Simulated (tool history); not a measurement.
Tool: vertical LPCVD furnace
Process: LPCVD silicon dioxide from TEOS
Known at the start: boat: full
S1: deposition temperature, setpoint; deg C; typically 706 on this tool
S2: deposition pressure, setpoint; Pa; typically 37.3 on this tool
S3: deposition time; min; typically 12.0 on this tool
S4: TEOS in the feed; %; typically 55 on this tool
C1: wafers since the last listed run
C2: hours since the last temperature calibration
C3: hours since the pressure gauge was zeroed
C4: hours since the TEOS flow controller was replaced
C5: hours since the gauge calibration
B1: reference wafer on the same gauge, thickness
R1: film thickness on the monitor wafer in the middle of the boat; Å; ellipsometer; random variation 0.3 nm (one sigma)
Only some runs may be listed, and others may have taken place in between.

run   hour   S1    S2    S3  S4    C1      C2      C3      C4     C5     B1      R1
  1    0.0  706  37.3  12.0  55     0  3899.0  3186.7  5124.4  526.6  80.38   818.0
  2   15.5  706  37.3  12.0  55   272  3914.5  3202.2  5139.9  542.1  80.44   816.5
  3   40.7  706  37.3  12.0  55   443  3939.7  3227.4  5165.1  567.3  80.42   819.6
  4   72.6  702  37.3  12.0  55   561  3971.6  3259.3  5197.0  599.2  80.49   746.6
  5  106.9  706  37.3  12.0  55   604  4005.9  3293.6  5231.3  633.5  80.47   819.4
  6  127.6  706  37.3  12.0  48   364  4026.6  3314.3  5252.0  654.2  80.44   764.9
  7  147.8  706  37.3  12.0  48   355  4046.8  3334.5  5272.2  674.4  80.40   761.0
  8  167.2  706  37.3  12.0  48   341  4066.2  3353.9  5291.6  693.8  80.36   764.1
  9  192.9  706  37.3  12.0  55   452  4091.9  3379.6  5317.3  719.5  80.38   816.8
 10  212.3  706  37.3  12.0  55   341  4111.3  3399.0  5336.7  738.9  80.46   817.3
     254.6  -- thermocouples replaced and temperature profile calibrated
 11  255.1  706  44.0  12.0  55   331     0.5  3441.8  5379.5  781.7  80.34   884.4
 12  263.6  706  44.0  12.0  55   149     9.0  3450.3  5388.0  790.2  80.36   891.8
     270.0  -- gauge calibrated
     362.7  -- TEOS flow controller replaced
 13  370.1  706  37.3  12.0  55  1452   115.5  3556.8     7.4  100.1  81.22   827.9
 14  391.4  706  37.3  12.0  55   375   136.8  3578.1    28.7  121.4  81.02   824.8
 15  411.9  706  37.3  12.0  55   360   157.3  3598.6    49.2  141.9  80.97   819.2
 16  430.7  706  37.3  12.0  55   331   176.1  3617.4    68.0  160.7  80.98   821.0
 17  445.7  706  37.3  16.5  55   264   191.1  3632.4    83.0  175.7  80.94  1136.1
 18  481.3  706  37.3  12.0  48   626   226.7  3668.0   118.6  211.3  80.76   770.6
 19  503.2  706  37.3  12.0  55   385   248.6  3689.9   140.5  233.2  80.91   823.2
 20  524.7  695  37.3   8.5  55   378   270.1  3711.4   162.0  254.7  80.87   448.2
 21  547.9  706  32.7  12.0  55   408   293.3  3734.6   185.2  277.9  80.69   770.6
 22  565.4  709  37.3   7.5  55   308   310.8  3752.1   202.7  295.4  80.82   549.8
 23  580.1  706  37.3  12.0  63   258   325.5  3766.8   217.4  310.1  80.72   876.0
 24  596.3  713  32.7  12.0  55   285   341.7  3783.0   233.6  326.3  80.68   903.0
 25  614.2  706  37.3  12.0  55   315   359.6  3800.9   251.5  344.2  80.57   824.6
     645.5  -- pressure gauge zeroed
 26  646.0  713  29.3   8.5  51   137   391.4     0.5   283.3  376.0  80.58   581.0
 27  658.2  706  37.3  12.0  55   214   403.6    12.7   295.5  388.2  80.50   816.2
 28  681.5  694  37.3  12.0  55   410   426.9    36.0   318.8  411.5  80.57   617.3
 29  759.5  706  37.3  12.0  55  1373   504.9   114.0   396.8  489.5  80.49   815.4
 30  789.6  713  37.3  12.0  55   530   535.0   144.1   426.9  519.6  80.47   958.1
 31  808.2  706  33.3  15.5  55   327   553.6   162.7   445.5  538.2  80.42   997.5
 32  842.5  706  37.3  12.0  50   604   587.9   197.0   479.8  572.5  80.51   776.7

Each row is a separate what-if for the run after 32, all from the same tool condition, not one after another. Results?
  A  846.8  701  37.3  12.0  55  75  592.2  201.3  484.1  576.8   ?   ?
  B  846.8  706  29.3  15.0  50  75  592.2  201.3  484.1  576.8   ?   ?
  C  846.8  715  37.3  12.0  59  75  592.2  201.3  484.1  576.8   ?   ?

run     B1      R1
  A  80.31   728.4
  B  80.31   863.7
  C  80.31  1039.2
Take away the tool's hidden state, keep each run's random variation, and the runs would have read:
run      R1
  A   738.8
  B   876.1
  C  1054.1

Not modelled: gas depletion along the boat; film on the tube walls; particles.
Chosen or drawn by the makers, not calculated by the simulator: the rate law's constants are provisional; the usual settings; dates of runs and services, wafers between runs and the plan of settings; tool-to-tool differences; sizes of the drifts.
